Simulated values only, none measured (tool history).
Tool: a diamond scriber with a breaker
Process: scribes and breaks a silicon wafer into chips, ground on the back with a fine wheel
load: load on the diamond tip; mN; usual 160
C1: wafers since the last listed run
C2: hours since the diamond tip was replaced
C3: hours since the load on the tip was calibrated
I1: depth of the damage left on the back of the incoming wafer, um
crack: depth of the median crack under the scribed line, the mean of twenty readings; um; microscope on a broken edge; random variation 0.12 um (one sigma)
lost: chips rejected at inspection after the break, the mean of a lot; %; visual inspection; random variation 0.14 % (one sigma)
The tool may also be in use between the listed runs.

run 1 hour=0.0 | load=192 | C1=0 C2=219.7 C3=316.3 | I1=1.65 | crack=13.13 lost=2.59
run 2 hour=34.8 | load=192 | C1=73 C2=254.5 C3=351.1 | I1=2.79 | crack=13.22 lost=3.27
run 3 hour=67.0 | load=192 | C1=67 C2=286.7 C3=383.3 | I1=2.34 | crack=13.19 lost=2.77
run 4 hour=101.8 | load=160 | C1=73 C2=321.5 C3=418.1 | I1=2.86 | crack=12.02 lost=3.52
run 5 hour=140.7 | load=160 | C1=81 C2=360.4 C3=457.0 | I1=2.55 | crack=11.89 lost=2.97
-- hour=168.4 diamond tip replaced by a new one
run 6 hour=183.7 | load=160 | C1=86 C2=15.3 C3=500.0 | I1=2.78 | crack=11.40 lost=3.52
run 7 hour=214.8 | load=160 | C1=65 C2=46.4 C3=531.1 | I1=1.93 | crack=11.68 lost=3.05
-- hour=240.7 diamond tip replaced by a new one, repeated, since the last time left the tool worse
run 8 hour=244.0 | load=136 | C1=57 C2=3.3 C3=560.3 | I1=2.75 | crack=11.42 lost=4.29
run 9 hour=287.7 | load=143 | C1=92 C2=47.0 C3=604.0 | I1=1.56 | crack=11.61 lost=2.61
-- hour=295.7 load on the tip recalibrated
run 10 hour=320.6 | load=205 | C1=65 C2=79.9 C3=24.9 | I1=1.92 | crack=13.80 lost=3.41
run 11 hour=370.8 | load=119 | C1=105 C2=130.1 C3=75.1 | I1=2.89 | crack=10.79 lost=7.70
run 12 hour=433.7 | load=160 | C1=132 C2=193.0 C3=138.0 | I1=2.34 | crack=12.03 lost=2.77
run 13 hour=494.6 | load=133 | C1=128 C2=253.9 C3=198.9 | I1=2.92 | crack=10.80 lost=5.58
run 14 hour=533.8 | load=201 | C1=82 C2=293.1 C3=238.1 | I1=2.35 | crack=13.15 lost=2.99

Forecast each of these 5 alternatives for the next run:
run A hour=534.5 | load=160 | C1=1 C2=293.8 C3=238.8 | I1=1.80 | crack=? lost=?
run B hour=534.5 | load=185 | C1=1 C2=293.8 C3=238.8 | I1=1.80 | crack=? lost=?
run C hour=534.5 | load=176 | C1=1 C2=293.8 C3=238.8 | I1=1.80 | crack=? lost=?
run D hour=534.5 | load=199 | C1=1 C2=293.8 C3=238.8 | I1=1.80 | crack=? lost=?
run E hour=534.5 | load=122 | C1=1 C2=293.8 C3=238.8 | I1=1.80 | crack=? lost=?

run=A crack=12.05 lost=2.21
run=B crack=12.92 lost=2.04
run=C crack=12.61 lost=1.93
run=D crack=13.40 lost=2.54
run=E crack=10.66 lost=6.05
Without the tool's hidden state the same runs would have given:
run=A crack=12.54 lost=1.93
run=B crack=13.45 lost=2.61
run=C crack=13.13 lost=2.21
run=D crack=13.95 lost=3.54
run=E crack=11.09 lost=4.32

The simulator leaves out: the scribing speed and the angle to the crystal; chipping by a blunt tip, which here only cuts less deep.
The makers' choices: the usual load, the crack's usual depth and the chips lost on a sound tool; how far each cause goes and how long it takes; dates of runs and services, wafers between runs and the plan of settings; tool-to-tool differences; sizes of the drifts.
